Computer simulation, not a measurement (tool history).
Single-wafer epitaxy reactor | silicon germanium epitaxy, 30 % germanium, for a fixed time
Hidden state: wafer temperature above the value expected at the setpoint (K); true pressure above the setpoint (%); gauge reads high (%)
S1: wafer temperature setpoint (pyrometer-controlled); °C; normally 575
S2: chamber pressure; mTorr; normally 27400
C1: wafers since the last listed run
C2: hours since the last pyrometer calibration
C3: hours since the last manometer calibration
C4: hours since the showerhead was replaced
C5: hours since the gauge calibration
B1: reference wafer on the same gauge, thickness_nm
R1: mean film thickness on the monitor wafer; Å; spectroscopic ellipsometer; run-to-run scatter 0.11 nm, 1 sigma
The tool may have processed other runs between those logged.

run,day,S1,S2,C1,C2,C3,C4,C5,B1,R1
1,0,568,29700,0,1747.9,2429.7,3444.1,281.7,45.913,344.43
2,2.808,571,27400,716,1815.3,2497.1,3511.5,349.1,45.907,358.1
3,3.833,571,27400,261,1839.9,2521.7,3536.1,373.7,45.909,357.42
4,6.121,571,27400,583,1894.8,2576.6,3591,428.6,45.893,355.37
5,7.396,575,30500,325,1925.4,2607.2,3621.6,459.2,45.876,407.56
# day 8.621: gauge calibrated
6,9.467,575,31600,528,1975.1,2656.9,3671.3,20.3,45.893,411.84
# day 10.679: showerhead replaced, of another model than before
7,11.258,575,27400,372,2018.1,2699.9,13.9,63.3,45.921,388.17
8,12.533,563,21100,325,2048.7,2730.5,44.5,93.9,45.911,250.64
# day 13.083: pyrometer calibrated
# day 14.9: capacitance manometer re-zeroed and calibrated
9,14.921,575,27400,439,44.1,0.5,101.8,151.2,45.891,426.01

Estimate the outcome of run 10 from the log above:
10,16.104,575,27400,301,72.5,28.9,130.2,179.6,?,?

Run 10 gave B1 45.906, R1 424.06 Å.
Were there no unlogged condition in the tool, this run, its random variation unchanged, would have produced R1 425.41 Å.
